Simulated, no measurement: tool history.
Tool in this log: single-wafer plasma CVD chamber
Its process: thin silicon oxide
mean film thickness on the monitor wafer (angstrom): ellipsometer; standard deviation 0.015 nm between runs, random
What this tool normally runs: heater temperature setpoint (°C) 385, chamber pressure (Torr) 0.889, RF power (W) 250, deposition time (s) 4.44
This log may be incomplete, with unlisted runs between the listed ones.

run	hour	heater temperature setpoint (°C)	chamber pressure (Torr)	RF power (W)	deposition time (s)	wafers since the last listed run	hours since the last thermocouple change	hours since the last RF generator calibration	hours since the last manometer calibration	hours since the showerhead was replaced	hours since the gauge calibration	read-back reference wafer on the same gauge, thickness_nm	mean film thickness on the monitor wafer (angstrom)
1	0.0	385	0.969	250	4.44	0	1995.2	690.9	761.7	6610.9	197.0	7.880	81.13
2	68.6	385	0.969	250	4.44	2105	2063.8	759.5	830.3	6679.5	265.6	7.882	81.15
3	106.8	385	0.969	250	4.44	1172	2102.0	797.7	868.5	6717.7	303.8	7.877	81.14
4	145.4	385	0.889	215	4.98	1184	2140.6	836.3	907.1	6756.3	342.4	7.883	75.86
5	208.5	385	0.889	250	4.44	1936	2203.7	899.4	970.2	6819.4	405.5	7.880	74.27
6	255.8	385	0.889	270	4.80	1451	2251.0	946.7	1017.5	6866.7	452.8	7.885	83.90
7	329.9	385	0.889	270	4.80	2274	2325.1	1020.8	1091.6	6940.8	526.9	7.880	83.72
# hour 417.2: thermocouple changed; heater temperature recalibrated
8	417.7	385	0.889	250	4.44	2449	0.5	1108.6	1179.4	7028.6	614.7	7.879	74.34
9	498.6	385	0.889	250	4.44	2483	81.4	1189.5	1260.3	7109.5	695.6	7.881	74.64
10	583.7	385	0.889	250	3.82	2612	166.5	1274.6	1345.4	7194.6	780.7	7.880	64.10
# hour 847.6: RF generator calibrated
# hour 856.1: showerhead replaced
11	856.6	397	0.889	235	4.44	7885	439.4	9.0	1618.3	0.5	1053.6	7.880	70.87
12	995.2	385	0.889	250	4.44	4254	578.0	147.6	1756.9	139.1	1192.2	7.878	74.15
# hour 1018.2: capacitance manometer re-zeroed and calibrated
13	1053.7	399	0.889	250	5.12	1550	636.5	206.1	35.5	197.6	1250.7	7.884	84.19
14	1161.3	393	0.795	280	3.73	3302	744.1	313.7	143.1	305.2	1358.3	7.881	58.07
15	1205.4	385	0.889	250	4.44	1353	788.2	357.8	187.2	349.3	1402.4	7.883	73.21
16	1296.1	385	0.676	250	5.30	2784	878.9	448.5	277.9	440.0	1493.1	7.880	63.46
# hour 1299.0: gauge calibrated
17	1347.2	381	1.026	280	3.86	1568	930.0	499.6	329.0	491.1	48.2	7.880	77.48
18	1432.8	385	0.743	250	4.44	2627	1015.6	585.2	414.6	576.7	133.8	7.881	59.92
19	1510.1	385	0.743	250	3.99	2372	1092.9	662.5	491.9	654.0	211.1	7.876	53.88
20	1552.1	395	0.889	250	4.44	1289	1134.9	704.5	533.9	696.0	253.1	7.883	72.59
# hour 1638.0: capacitance manometer re-zeroed and calibrated, repeated, since the last time left the tool worse
21	1638.5	389	0.889	250	4.09	2406	1221.3	790.9	0.5	782.4	339.5	7.881	69.13
22	1698.6	389	0.695	225	4.92	1844	1281.4	851.0	60.6	842.5	399.6	7.879	59.22
23	1769.7	385	0.889	250	4.44	2182	1352.5	922.1	131.7	913.6	470.7	7.876	74.84
24	1843.9	385	0.889	250	4.44	2277	1426.7	996.3	205.9	987.8	544.9	7.878	75.19
25	1901.9	373	0.889	250	4.44	1780	1484.7	1054.3	263.9	1045.8	602.9	7.875	75.51
26	1967.4	385	0.889	250	4.44	2010	1550.2	1119.8	329.4	1111.3	668.4	7.880	75.01
27	2008.4	385	0.743	250	3.99	1258	1591.2	1160.8	370.4	1152.3	709.4	7.883	55.62
28	2074.8	385	0.889	250	4.44	2038	1657.6	1227.2	436.8	1218.7	775.8	7.877	74.92

Per-run results on a tool with no hidden state, each run keeping its own random variation:
Hidden state at play: wafer temperature above the value expected at the setpoint (K); delivered RF power above the setpoint (%); true pressure above the setpoint (%); gauge reads high (%).
run	mean film thickness on the monitor wafer (angstrom)
1	81.62
2	81.69
3	81.71
4	76.50
5	74.93
6	84.68
7	84.55
8	75.13
9	75.49
10	64.88
11	71.90
12	75.31
13	86.28
14	59.76
15	75.13
16	65.65
17	79.14
18	61.99
19	55.79
20	74.72
21	69.08
22	59.21
23	74.87
24	75.27
25	75.63
26	75.16
27	55.78
28	75.14
